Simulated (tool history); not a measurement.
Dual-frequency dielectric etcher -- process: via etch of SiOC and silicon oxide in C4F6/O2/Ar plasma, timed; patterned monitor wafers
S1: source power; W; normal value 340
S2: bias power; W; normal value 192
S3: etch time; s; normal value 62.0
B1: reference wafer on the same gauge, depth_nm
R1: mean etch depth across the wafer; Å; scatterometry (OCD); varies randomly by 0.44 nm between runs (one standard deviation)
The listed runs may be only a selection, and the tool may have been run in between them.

{"run": 1, "hour": 0.0, "S1": 340, "S2": 192, "S3": 67.5, "B1": 74.0, "R1": 691}
{"run": 2, "hour": 42.5, "S1": 340, "S2": 192, "S3": 67.5, "B1": 74.2, "R1": 693}
{"run": 3, "hour": 100.6, "S1": 340, "S2": 202, "S3": 62.0, "B1": 74.2, "R1": 651}
{"run": 4, "hour": 161.8, "S1": 340, "S2": 202, "S3": 62.0, "B1": 73.9, "R1": 641}
{"hour": 203.9, "done": "wet clean of the chamber"}
{"run": 5, "hour": 204.4, "S1": 340, "S2": 204, "S3": 62.0, "B1": 74.1, "R1": 674}
{"hour": 364.1, "done": "source power generator calibrated"}
{"run": 6, "hour": 364.6, "S1": 340, "S2": 204, "S3": 62.0, "B1": 74.0, "R1": 667}
{"run": 7, "hour": 425.3, "S1": 340, "S2": 204, "S3": 62.0, "B1": 74.3, "R1": 660}
{"run": 8, "hour": 467.9, "S1": 340, "S2": 192, "S3": 62.0, "B1": 74.1, "R1": 646}
{"run": 9, "hour": 521.9, "S1": 340, "S2": 192, "S3": 62.0, "B1": 74.0, "R1": 644}
{"hour": 547.9, "done": "bias power generator calibrated"}
{"hour": 563.8, "done": "gauge calibrated"}
{"run": 10, "hour": 577.2, "S1": 340, "S2": 192, "S3": 62.0, "B1": 73.9, "R1": 644}
{"run": 11, "hour": 643.2, "S1": 340, "S2": 192, "S3": 62.0, "B1": 74.1, "R1": 642}
{"run": 12, "hour": 704.2, "S1": 340, "S2": 192, "S3": 62.0, "B1": 74.1, "R1": 644}
{"run": 13, "hour": 730.2, "S1": 340, "S2": 192, "S3": 62.0, "B1": 74.1, "R1": 641}
{"hour": 813.1, "done": "wet clean of the chamber"}
{"run": 14, "hour": 834.1, "S1": 290, "S2": 234, "S3": 73.5, "B1": 73.9, "R1": 787}
{"run": 15, "hour": 879.8, "S1": 340, "S2": 192, "S3": 62.0, "B1": 74.1, "R1": 647}
{"run": 16, "hour": 910.0, "S1": 410, "S2": 157, "S3": 68.0, "B1": 74.0, "R1": 711}
{"run": 17, "hour": 1073.7, "S1": 370, "S2": 223, "S3": 62.0, "B1": 74.1, "R1": 698}
{"run": 18, "hour": 1111.1, "S1": 340, "S2": 173, "S3": 71.5, "B1": 74.2, "R1": 721}
{"run": 19, "hour": 1169.7, "S1": 370, "S2": 172, "S3": 69.0, "B1": 74.1, "R1": 715}

Expected results for the next run?
{"hour": 1200.3, "done": "upper electrode replaced"}
{"run": 20, "hour": 1211.3, "S1": 410, "S2": 167, "S3": 74.5, "B1": "?", "R1": "?"}

B1: 74.1
R1: 786 Å
With no hidden state in the tool, this same run would have given R1 805 Å.
